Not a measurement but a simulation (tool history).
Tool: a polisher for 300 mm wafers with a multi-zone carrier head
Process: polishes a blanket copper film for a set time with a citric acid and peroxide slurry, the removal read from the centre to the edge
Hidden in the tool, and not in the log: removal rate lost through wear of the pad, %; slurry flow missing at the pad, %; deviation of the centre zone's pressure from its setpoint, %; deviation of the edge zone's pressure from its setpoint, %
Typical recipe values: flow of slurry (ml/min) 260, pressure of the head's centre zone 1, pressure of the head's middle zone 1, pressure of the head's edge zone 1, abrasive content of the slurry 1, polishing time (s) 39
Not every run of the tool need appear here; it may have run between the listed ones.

run	hour	flow of slurry (ml/min)	pressure of the head's centre zone	pressure of the head's middle zone	pressure of the head's edge zone	abrasive content of the slurry	polishing time (s)	wafers since the last listed run	wafers polished on this pad	hours since the slurry nozzle was cleaned	hours since the centre zone pressure was calibrated	hours since the edge zone pressure was calibrated	hours since the carrier head's membrane was replaced	incoming thickness of the incoming film, nm	film removed at the wafer's centre (nm)	film removed at mid-radius (nm)	film removed at the wafer's edge (nm)
1	0	260	1	1	1	1	39	0	2091	44.4	234	229.3	15.4	547.6	127.8	122.3	125.2
2	39.5	260	1	1	1	1	39	285	2377	83.9	273.5	268.8	54.9	542.9	129.3	126	125.3
# hour 90.5: worn pad replaced by a new one
3	134.6	210	1	1	1	1	39	659	319	179	368.6	363.9	150	535	127.2	121.2	121.9
4	241	260	1	0.94	1	1	39	770	1089	285.4	475	470.3	256.4	539.6	135	121.2	125.3
# hour 254.3: edge zone pressure recalibrated
5	327.3	260	1	1	1	1	39	610	1699	371.7	561.3	73	342.7	540.5	138.3	126.3	124.1
# hour 335.6: centre zone pressure recalibrated
6	393.1	260	1	1	1	1	39	461	2161	437.5	57.5	138.8	408.5	542	126.8	123	124.9
# hour 482.5: slurry nozzle cleaned
7	482.8	260	1	1	1	1	39	642	2803	0.3	147.2	228.5	498.2	544.3	127.7	124.3	123.1
8	544.4	260	1	1	1	1	39	446	3249	61.9	208.8	290.1	559.8	538.6	128.2	126.7	124.3
# hour 560.6: worn pad replaced by a new one
9	581.6	260	1	1	0.96	1	39	240	152	99.1	246	327.3	597	541.4	132.2	124.9	120.7
10	641.4	260	1	1	0.93	1.15	47	432	585	158.9	305.8	387.1	656.8	532.8	167.5	157	149.4
11	723.7	260	0.89	1.1	0.9	1	30	595	1180	241.2	388.1	469.4	739.1	536.9	90.9	99.5	90.6
# hour 803.3: edge zone pressure recalibrated
12	817.5	260	1	0.92	1	1	39	664	1845	335	481.9	14.2	832.9	533	133.1	116.4	124
# hour 850.5: carrier head's membrane replaced by a new one
13	857	260	0.9	1	0.93	1	39	249	2095	374.5	521.4	53.7	6.5	544.5	121.8	124.9	120.7
14	897	260	0.92	1	1.06	1	39	289	2385	414.5	561.4	93.7	46.5	548	122.2	124	127.6
# hour 910.2: centre zone pressure recalibrated
15	950.3	260	1.05	1	1.08	1	39	371	2756	467.8	40.1	147	99.8	536.2	129.4	125.7	128.6
# hour 1014.5: worn pad replaced by a new one
16	1032.9	260	1	1	1	1	39	569	133	550.4	122.7	229.6	182.4	537.7	127.7	124.7	122.2
# hour 1053: slurry nozzle cleaned
17	1122.7	220	1.09	0.94	1	1.1	39	642	776	69.7	212.5	319.4	272.2	537.4	141.7	120.1	127.1
18	1204.2	260	1	1	1	1	39	590	1366	151.2	294	400.9	353.7	537.6	130.7	122.3	122.2
19	1243.4	260	1.07	1	1.06	0.8	31	283	1650	190.4	333.2	440.1	392.9	541.9	103.6	88.9	92.4
20	1320.2	235	1	1	1.09	1	39	556	2206	267.2	410	516.9	469.7	531.9	129	120.5	128.9
# hour 1371.3: edge zone pressure recalibrated
21	1384.4	260	1	1	1	1	39	450	2656	331.4	474.2	13.1	533.9	539.5	132.7	123.7	123.4
# hour 1412.7: worn pad replaced by a new one
22	1456.9	260	1	1	1.11	1	39	495	320	403.9	546.7	85.6	606.4	539.4	134.5	123.2	128.6

What if the next run were any one of these 3? Each begins from the tool's condition after run 22:
A	1457.3	260	1	1	1	1	39	2	322	404.3	547.1	86	606.8	546.3	?	?	?
B	1457.3	260	1	0.91	1	1.25	39	2	322	404.3	547.1	86	606.8	546.3	?	?	?
C	1457.3	200	1	0.9	1.07	0.85	39	2	322	404.3	547.1	86	606.8	546.3	?	?	?

run	film removed at the wafer's centre (nm)	film removed at mid-radius (nm)	film removed at the wafer's edge (nm)
A	137.6	123.4	123.3
B	148.7	125.7	133.3
C	125.2	105.5	117.3
Take away the tool's hidden state, keep each run's random variation, and the runs would have read:
run	film removed at the wafer's centre (nm)	film removed at mid-radius (nm)	film removed at the wafer's edge (nm)
A	126.3	123.5	123.3
B	136.4	125.7	133.3
C	114.9	105.5	117.3
